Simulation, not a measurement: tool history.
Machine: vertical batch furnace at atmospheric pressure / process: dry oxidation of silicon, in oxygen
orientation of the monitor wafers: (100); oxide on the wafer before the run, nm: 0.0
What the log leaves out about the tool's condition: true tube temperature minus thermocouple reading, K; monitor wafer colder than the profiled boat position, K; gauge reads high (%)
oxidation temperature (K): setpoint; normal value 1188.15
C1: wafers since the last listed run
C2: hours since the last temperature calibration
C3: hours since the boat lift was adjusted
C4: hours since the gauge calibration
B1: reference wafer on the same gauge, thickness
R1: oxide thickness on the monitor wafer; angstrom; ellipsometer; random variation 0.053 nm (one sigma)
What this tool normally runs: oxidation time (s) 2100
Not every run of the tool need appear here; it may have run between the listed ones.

{"run": 1, "hour": 0.0, "oxidation temperature (K)": 1188.15, "oxidation time (s)": 2580, "C1": 0, "C2": 4468.2, "C3": 5123.3, "C4": 84.5, "B1": 13.0, "R1": 169.6}
{"run": 2, "hour": 45.8, "oxidation temperature (K)": 1188.15, "oxidation time (s)": 2580, "C1": 1106, "C2": 4514.0, "C3": 5169.1, "C4": 130.3, "B1": 13.0, "R1": 169.6}
{"run": 3, "hour": 76.4, "oxidation temperature (K)": 1188.15, "oxidation time (s)": 2100, "C1": 739, "C2": 4544.6, "C3": 5199.7, "C4": 160.9, "B1": 13.0, "R1": 147.4}
{"run": 4, "hour": 124.2, "oxidation temperature (K)": 1188.15, "oxidation time (s)": 2100, "C1": 1154, "C2": 4592.4, "C3": 5247.5, "C4": 208.7, "B1": 13.0, "R1": 147.3}
{"run": 5, "hour": 228.9, "oxidation temperature (K)": 1188.15, "oxidation time (s)": 2100, "C1": 2528, "C2": 4697.1, "C3": 5352.2, "C4": 313.4, "B1": 13.0, "R1": 145.4}
{"run": 6, "hour": 275.6, "oxidation temperature (K)": 1188.15, "oxidation time (s)": 2100, "C1": 1127, "C2": 4743.8, "C3": 5398.9, "C4": 360.1, "B1": 13.0, "R1": 146.9}
{"run": 7, "hour": 346.1, "oxidation temperature (K)": 1188.15, "oxidation time (s)": 2100, "C1": 1702, "C2": 4814.3, "C3": 5469.4, "C4": 430.6, "B1": 13.0, "R1": 146.2}
{"run": 8, "hour": 451.1, "oxidation temperature (K)": 1188.15, "oxidation time (s)": 2100, "C1": 2535, "C2": 4919.3, "C3": 5574.4, "C4": 535.6, "B1": 13.0, "R1": 146.2}
{"run": 9, "hour": 503.6, "oxidation temperature (K)": 1188.15, "oxidation time (s)": 2100, "C1": 1267, "C2": 4971.8, "C3": 5626.9, "C4": 588.1, "B1": 13.01, "R1": 146.8}
{"run": 10, "hour": 535.3, "oxidation temperature (K)": 1188.15, "oxidation time (s)": 2100, "C1": 765, "C2": 5003.5, "C3": 5658.6, "C4": 619.8, "B1": 13.01, "R1": 145.3}
{"run": 11, "hour": 559.9, "oxidation temperature (K)": 1188.15, "oxidation time (s)": 2100, "C1": 594, "C2": 5028.1, "C3": 5683.2, "C4": 644.4, "B1": 13.0, "R1": 146.1}
{"run": 12, "hour": 595.8, "oxidation temperature (K)": 1188.15, "oxidation time (s)": 2100, "C1": 867, "C2": 5064.0, "C3": 5719.1, "C4": 680.3, "B1": 13.01, "R1": 145.5}
{"run": 13, "hour": 626.9, "oxidation temperature (K)": 1188.15, "oxidation time (s)": 2100, "C1": 751, "C2": 5095.1, "C3": 5750.2, "C4": 711.4, "B1": 13.01, "R1": 145.4}
{"run": 14, "hour": 686.2, "oxidation temperature (K)": 1188.15, "oxidation time (s)": 2100, "C1": 1432, "C2": 5154.4, "C3": 5809.5, "C4": 770.7, "B1": 13.01, "R1": 145.8}
{"run": 15, "hour": 716.6, "oxidation temperature (K)": 1188.15, "oxidation time (s)": 2100, "C1": 734, "C2": 5184.8, "C3": 5839.9, "C4": 801.1, "B1": 13.01, "R1": 146.1}
{"run": 16, "hour": 748.9, "oxidation temperature (K)": 1188.15, "oxidation time (s)": 2100, "C1": 780, "C2": 5217.1, "C3": 5872.2, "C4": 833.4, "B1": 13.0, "R1": 144.3}
{"hour": 779.9, "done": "thermocouples replaced and temperature profile calibrated"}
{"run": 17, "hour": 804.0, "oxidation temperature (K)": 1188.15, "oxidation time (s)": 2100, "C1": 751, "C2": 24.1, "C3": 5927.3, "C4": 888.5, "B1": 13.0, "R1": 145.1}
{"run": 18, "hour": 928.2, "oxidation temperature (K)": 1188.15, "oxidation time (s)": 2100, "C1": 2999, "C2": 148.3, "C3": 6051.5, "C4": 1012.7, "B1": 13.0, "R1": 144.9}
{"run": 19, "hour": 972.9, "oxidation temperature (K)": 1204.15, "oxidation time (s)": 1440, "C1": 1079, "C2": 193.0, "C3": 6096.2, "C4": 1057.4, "B1": 12.99, "R1": 131.6}
{"run": 20, "hour": 1005.6, "oxidation temperature (K)": 1188.15, "oxidation time (s)": 2100, "C1": 789, "C2": 225.7, "C3": 6128.9, "C4": 1090.1, "B1": 13.0, "R1": 145.0}
{"run": 21, "hour": 1043.0, "oxidation temperature (K)": 1188.15, "oxidation time (s)": 2100, "C1": 903, "C2": 263.1, "C3": 6166.3, "C4": 1127.5, "B1": 12.99, "R1": 144.7}
{"run": 22, "hour": 1075.2, "oxidation temperature (K)": 1210.15, "oxidation time (s)": 2100, "C1": 777, "C2": 295.3, "C3": 6198.5, "C4": 1159.7, "B1": 13.0, "R1": 179.2}
{"hour": 1108.3, "done": "boat lift adjusted"}
{"run": 23, "hour": 1108.8, "oxidation temperature (K)": 1172.15, "oxidation time (s)": 2100, "C1": 231, "C2": 328.9, "C3": 0.5, "C4": 1193.3, "B1": 13.0, "R1": 128.9}
{"run": 24, "hour": 1126.6, "oxidation temperature (K)": 1172.15, "oxidation time (s)": 2430, "C1": 429, "C2": 346.7, "C3": 18.3, "C4": 1211.1, "B1": 13.01, "R1": 141.9}
{"hour": 1172.1, "done": "gauge calibrated"}
{"run": 25, "hour": 1185.2, "oxidation temperature (K)": 1188.15, "oxidation time (s)": 2100, "C1": 1415, "C2": 405.3, "C3": 76.9, "C4": 13.1, "B1": 13.0, "R1": 152.1}
{"run": 26, "hour": 1247.4, "oxidation temperature (K)": 1165.15, "oxidation time (s)": 1590, "C1": 1502, "C2": 467.5, "C3": 139.1, "C4": 75.3, "B1": 13.0, "R1": 98.1}
{"run": 27, "hour": 1286.1, "oxidation temperature (K)": 1207.15, "oxidation time (s)": 1830, "C1": 934, "C2": 506.2, "C3": 177.8, "C4": 114.0, "B1": 12.99, "R1": 166.4}
{"run": 28, "hour": 1340.2, "oxidation temperature (K)": 1196.15, "oxidation time (s)": 1410, "C1": 1306, "C2": 560.3, "C3": 231.9, "C4": 168.1, "B1": 13.0, "R1": 125.3}
{"run": 29, "hour": 1384.0, "oxidation temperature (K)": 1188.15, "oxidation time (s)": 2100, "C1": 1057, "C2": 604.1, "C3": 275.7, "C4": 211.9, "B1": 13.01, "R1": 150.9}
{"run": 30, "hour": 1425.3, "oxidation temperature (K)": 1188.15, "oxidation time (s)": 2400, "C1": 997, "C2": 645.4, "C3": 317.0, "C4": 253.2, "B1": 13.0, "R1": 165.4}
{"run": 31, "hour": 1478.2, "oxidation temperature (K)": 1188.15, "oxidation time (s)": 3090, "C1": 1277, "C2": 698.3, "C3": 369.9, "C4": 306.1, "B1": 13.0, "R1": 195.9}
{"run": 32, "hour": 1534.0, "oxidation temperature (K)": 1188.15, "oxidation time (s)": 2100, "C1": 1347, "C2": 754.1, "C3": 425.7, "C4": 361.9, "B1": 13.0, "R1": 151.6}
{"run": 33, "hour": 1568.1, "oxidation temperature (K)": 1172.15, "oxidation time (s)": 2100, "C1": 823, "C2": 788.2, "C3": 459.8, "C4": 396.0, "B1": 13.0, "R1": 128.3}
{"run": 34, "hour": 1611.8, "oxidation temperature (K)": 1180.15, "oxidation time (s)": 1710, "C1": 1055, "C2": 831.9, "C3": 503.5, "C4": 439.7, "B1": 13.0, "R1": 121.2}
{"run": 35, "hour": 1651.8, "oxidation temperature (K)": 1188.15, "oxidation time (s)": 3150, "C1": 966, "C2": 871.9, "C3": 543.5, "C4": 479.7, "B1": 13.0, "R1": 199.3}

Had the tool no unlogged condition, and each run kept its random variation, what would the results have been?
run=1 R1=175.6
run=2 R1=175.7
run=3 R1=152.9
run=4 R1=152.8
run=5 R1=151.0
run=6 R1=152.7
run=7 R1=152.2
run=8 R1=152.3
run=9 R1=153.0
run=10 R1=151.5
run=11 R1=152.4
run=12 R1=151.9
run=13 R1=151.9
run=14 R1=152.4
run=15 R1=152.8
run=16 R1=150.9
run=17 R1=151.9
run=18 R1=152.0
run=19 R1=137.9
run=20 R1=152.3
run=21 R1=152.0
run=22 R1=188.5
run=23 R1=129.3
run=24 R1=142.4
run=25 R1=152.5
run=26 R1=98.4
run=27 R1=166.9
run=28 R1=125.7
run=29 R1=151.3
run=30 R1=165.9
run=31 R1=196.5
run=32 R1=152.0
run=33 R1=128.7
run=34 R1=121.6
run=35 R1=200.0
